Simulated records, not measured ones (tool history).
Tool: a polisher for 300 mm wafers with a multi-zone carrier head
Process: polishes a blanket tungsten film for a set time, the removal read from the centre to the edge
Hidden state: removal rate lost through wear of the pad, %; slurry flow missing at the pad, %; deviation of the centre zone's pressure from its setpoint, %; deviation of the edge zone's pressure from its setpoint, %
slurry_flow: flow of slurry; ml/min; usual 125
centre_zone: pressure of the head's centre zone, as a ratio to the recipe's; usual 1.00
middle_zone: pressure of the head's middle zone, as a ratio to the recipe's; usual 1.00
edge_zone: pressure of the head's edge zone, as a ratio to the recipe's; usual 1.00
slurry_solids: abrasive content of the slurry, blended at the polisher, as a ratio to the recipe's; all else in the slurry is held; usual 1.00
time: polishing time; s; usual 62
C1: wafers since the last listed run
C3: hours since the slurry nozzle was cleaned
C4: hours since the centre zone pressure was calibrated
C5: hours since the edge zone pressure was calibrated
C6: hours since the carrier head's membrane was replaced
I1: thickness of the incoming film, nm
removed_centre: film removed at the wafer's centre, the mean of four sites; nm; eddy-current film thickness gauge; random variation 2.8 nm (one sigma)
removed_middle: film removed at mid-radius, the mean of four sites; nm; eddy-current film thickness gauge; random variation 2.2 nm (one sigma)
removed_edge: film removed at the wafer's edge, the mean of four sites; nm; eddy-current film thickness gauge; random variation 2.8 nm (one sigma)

run 1 hour=0.0 | slurry_flow=125 centre_zone=0.91 middle_zone=1.00 edge_zone=1.00 slurry_solids=1.00 time=62 | C1=0 wafers_polished_on_this_pad=787 C3=137.0 C4=928.3 C5=1070.2 C6=838.2 | I1=911.1 | removed_centre=227.2 removed_middle=256.2 removed_edge=262.3
-- hour=3.2 worn pad replaced by a new one
run 2 hour=13.2 | slurry_flow=125 centre_zone=0.91 middle_zone=1.00 edge_zone=1.00 slurry_solids=1.00 time=62 | C1=153 wafers_polished_on_this_pad=153 C3=150.2 C4=941.5 C5=1083.4 C6=851.4 | I1=901.0 | removed_centre=222.7 removed_middle=254.3 removed_edge=257.6
run 3 hour=26.8 | slurry_flow=125 centre_zone=0.91 middle_zone=1.00 edge_zone=1.00 slurry_solids=1.00 time=62 | C1=207 wafers_polished_on_this_pad=360 C3=163.8 C4=955.1 C5=1097.0 C6=865.0 | I1=915.8 | removed_centre=225.4 removed_middle=253.2 removed_edge=257.1
-- hour=52.5 worn pad replaced by a new one
run 4 hour=70.9 | slurry_flow=125 centre_zone=1.00 middle_zone=1.00 edge_zone=1.00 slurry_solids=1.00 time=62 | C1=612 wafers_polished_on_this_pad=280 C3=207.9 C4=999.2 C5=1141.1 C6=909.1 | I1=919.8 | removed_centre=241.9 removed_middle=249.8 removed_edge=254.5
run 5 hour=81.4 | slurry_flow=125 centre_zone=1.00 middle_zone=1.00 edge_zone=1.00 slurry_solids=1.00 time=62 | C1=160 wafers_polished_on_this_pad=441 C3=218.4 C4=1009.7 C5=1151.6 C6=919.6 | I1=908.8 | removed_centre=239.3 removed_middle=247.1 removed_edge=254.2
run 6 hour=98.0 | slurry_flow=125 centre_zone=1.00 middle_zone=1.00 edge_zone=1.00 slurry_solids=1.00 time=62 | C1=253 wafers_polished_on_this_pad=695 C3=235.0 C4=1026.3 C5=1168.2 C6=936.2 | I1=917.8 | removed_centre=241.7 removed_middle=246.8 removed_edge=258.8
-- hour=106.1 worn pad replaced by a new one
-- hour=107.8 carrier head's membrane replaced by a new one
run 7 hour=112.1 | slurry_flow=125 centre_zone=1.00 middle_zone=0.94 edge_zone=1.00 slurry_solids=1.00 time=62 | C1=128 wafers_polished_on_this_pad=65 C3=249.1 C4=1040.4 C5=1182.3 C6=4.3 | I1=902.6 | removed_centre=236.4 removed_middle=236.6 removed_edge=253.7
run 8 hour=123.8 | slurry_flow=125 centre_zone=1.00 middle_zone=0.94 edge_zone=1.00 slurry_solids=1.00 time=62 | C1=178 wafers_polished_on_this_pad=244 C3=260.8 C4=1052.1 C5=1194.0 C6=16.0 | I1=894.4 | removed_centre=237.2 removed_middle=237.0 removed_edge=252.7
run 9 hour=137.3 | slurry_flow=125 centre_zone=1.00 middle_zone=1.00 edge_zone=1.00 slurry_solids=1.00 time=62 | C1=206 wafers_polished_on_this_pad=451 C3=274.3 C4=1065.6 C5=1207.5 C6=29.5 | I1=907.6 | removed_centre=239.7 removed_middle=245.9 removed_edge=254.1
-- hour=146.6 slurry nozzle cleaned
-- hour=154.0 worn pad replaced by a new one
-- hour=167.6 edge zone pressure recalibrated
-- hour=172.8 centre zone pressure recalibrated
run 10 hour=184.7 | slurry_flow=90 centre_zone=0.96 middle_zone=1.00 edge_zone=0.91 slurry_solids=1.00 time=62 | C1=586 wafers_polished_on_this_pad=408 C3=38.1 C4=11.9 C5=17.1 C6=76.9 | I1=928.3 | removed_centre=229.9 removed_middle=245.4 removed_edge=241.9
-- hour=204.9 worn pad replaced by a new one
run 11 hour=205.4 | slurry_flow=125 centre_zone=1.00 middle_zone=1.00 edge_zone=1.00 slurry_solids=1.00 time=62 | C1=255 wafers_polished_on_this_pad=8 C3=58.8 C4=32.6 C5=37.8 C6=97.6 | I1=913.3 | removed_centre=258.5 removed_middle=266.7 removed_edge=267.2
run 12 hour=219.6 | slurry_flow=125 centre_zone=1.00 middle_zone=1.10 edge_zone=1.00 slurry_solids=1.00 time=80 | C1=217 wafers_polished_on_this_pad=225 C3=73.0 C4=46.8 C5=52.0 C6=111.8 | I1=909.2 | removed_centre=328.7 removed_middle=368.8 removed_edge=338.7
run 13 hour=230.0 | slurry_flow=95 centre_zone=1.00 middle_zone=0.94 edge_zone=1.00 slurry_solids=1.00 time=54 | C1=158 wafers_polished_on_this_pad=383 C3=83.4 C4=57.2 C5=62.4 C6=122.2 | I1=901.5 | removed_centre=199.8 removed_middle=198.3 removed_edge=219.3
run 14 hour=240.9 | slurry_flow=105 centre_zone=1.00 middle_zone=1.06 edge_zone=1.00 slurry_solids=1.15 time=82 | C1=166 wafers_polished_on_this_pad=550 C3=94.3 C4=68.1 C5=73.3 C6=133.1 | I1=919.4 | removed_centre=321.5 removed_middle=356.1 removed_edge=353.5
-- hour=254.8 worn pad replaced by a new one
run 15 hour=256.0 | slurry_flow=125 centre_zone=1.00 middle_zone=1.00 edge_zone=1.04 slurry_solids=1.00 time=82 | C1=169 wafers_polished_on_this_pad=17 C3=109.4 C4=83.2 C5=88.4 C6=148.2 | I1=902.8 | removed_centre=338.4 removed_middle=340.1 removed_edge=351.6
run 16 hour=269.6 | slurry_flow=170 centre_zone=1.00 middle_zone=1.00 edge_zone=1.00 slurry_solids=1.10 time=62 | C1=207 wafers_polished_on_this_pad=225 C3=123.0 C4=96.8 C5=102.0 C6=161.8 | I1=915.8 | removed_centre=279.1 removed_middle=283.0 removed_edge=275.6
run 17 hour=275.7 | slurry_flow=125 centre_zone=1.00 middle_zone=1.00 edge_zone=1.00 slurry_solids=1.00 time=62 | C1=93 wafers_polished_on_this_pad=318 C3=129.1 C4=102.9 C5=108.1 C6=167.9 | I1=913.9 | removed_centre=250.7 removed_middle=255.3 removed_edge=257.8

Hidden state at the last listed run before each entry between runs and at the first one after, where it differs:
Between runs 1 and 2: worn pad replaced by a new one (hour 3.2)
  slurry flow missing at the pad, %: 30.4 -> 31.7
  measured less the result without the state, removed_centre: -22.8 -> -23.8 nm; removed_middle: -22.3 -> -23.5 nm; removed_edge: -15.4 -> -16.0 nm
Between runs 3 and 4: worn pad replaced by a new one (hour 52.5)
  slurry flow missing at the pad, %: 32.9 -> 35.8
  measured less the result without the state, removed_centre: -25.4 -> -31.0 nm; removed_middle: -24.6 -> -27.6 nm; removed_edge: -16.8 -> -18.8 nm
Between runs 6 and 7: worn pad replaced by a new one (hour 106.1); carrier head's membrane replaced by a new one (hour 107.8)
  slurry flow missing at the pad, %: 37 -> 37.6
  measured less the result without the state, removed_centre: -32.8 -> -32.7 nm; removed_middle: -28.8 -> -28.3 nm; removed_edge: -20.0 -> -20.1 nm
Between runs 9 and 10: slurry nozzle cleaned (hour 146.6); worn pad replaced by a new one (hour 154.0); edge zone pressure recalibrated (hour 167.6); centre zone pressure recalibrated (hour 172.8)
  slurry flow missing at the pad, %: 38.4 -> 14.2
  measured less the result without the state, removed_centre: -34.4 -> -11.7 nm; removed_middle: -30.3 -> -10.7 nm; removed_edge: -20.8 -> -7.0 nm
Between runs 10 and 11: worn pad replaced by a new one (hour 204.9)
  slurry flow missing at the pad, %: 14.2 -> 19.1
  measured less the result without the state, removed_centre: -11.7 -> -14.1 nm; removed_middle: -10.7 -> -12.7 nm; removed_edge: -7.0 -> -8.7 nm
Between runs 14 and 15: worn pad replaced by a new one (hour 254.8)
  slurry flow missing at the pad, %: 25.6 -> 27.8
  measured less the result without the state, removed_centre: -29.9 -> -30.0 nm; removed_middle: -28.6 -> -26.1 nm; removed_edge: -18.6 -> -18.2 nm
